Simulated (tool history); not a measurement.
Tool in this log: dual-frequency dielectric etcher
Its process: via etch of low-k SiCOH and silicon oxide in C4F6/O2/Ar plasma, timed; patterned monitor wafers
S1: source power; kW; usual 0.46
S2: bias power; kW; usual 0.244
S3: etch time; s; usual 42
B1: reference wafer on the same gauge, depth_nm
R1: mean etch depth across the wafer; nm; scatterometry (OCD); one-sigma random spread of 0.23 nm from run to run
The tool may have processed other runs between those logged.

run,hour,S1,S2,S3,B1,R1
1,0,0.46,0.199,42,140,112.1
2,46.2,0.46,0.199,42,140.1,111.6
3,93.2,0.46,0.199,42,140,111.7
4,146.9,0.46,0.285,42,139.9,134.9
5,217.3,0.46,0.285,42,140.1,134.5
6,257.1,0.46,0.285,42,140,134.5
7,297,0.46,0.244,42,140,124.3
8,359.1,0.46,0.244,42,139.9,123.8
9,414.6,0.46,0.29,34,140,109.3
# hour 455.3: wet clean of the chamber
10,472.3,0.46,0.29,34,140,109.9
# hour 498.5: source power generator calibrated
11,515.9,0.46,0.29,34,140,109.9
12,586.4,0.43,0.244,32.5,140.1,94.3
# hour 618.3: bias power generator calibrated
13,651,0.4,0.217,54.5,140,150.1
# hour 680.6: gauge calibrated
14,685.5,0.52,0.262,35.5,140,115.5
15,729.2,0.46,0.29,34,139.9,113.2
16,778.4,0.46,0.3,30.5,140.1,102.9
# hour 830.3: upper electrode replaced
17,848.7,0.46,0.199,42,140,114
18,883.1,0.56,0.244,52.5,140,167.7
19,955,0.42,0.199,42,140,110.8
# hour 1022.5: wet clean of the chamber
20,1023,0.57,0.223,29.5,140,91.1
21,1053.6,0.46,0.244,42,140,128.1
22,1101.4,0.39,0.244,49,140.1,143.3
23,1165.7,0.5,0.268,49.5,140,161.6
24,1234.6,0.38,0.266,51.5,140,156.1
25,1274,0.46,0.213,42,140,118.5

Below are 4 alternative next runs, each starting from the tool's condition after run 25. Predict each:
A,1274.4,0.46,0.244,42,?,?
B,1274.4,0.56,0.244,53,?,?
C,1274.4,0.43,0.194,31,?,?
D,1274.4,0.5,0.202,35.5,?,?

run,B1,R1
A,140,127.8
B,140,170.1
C,140,81.6
D,140,99.6
Stripped of hidden state, with their random variation kept, the same runs would have yielded:
run,R1
A,128.3
B,170.7
C,81.9
D,100
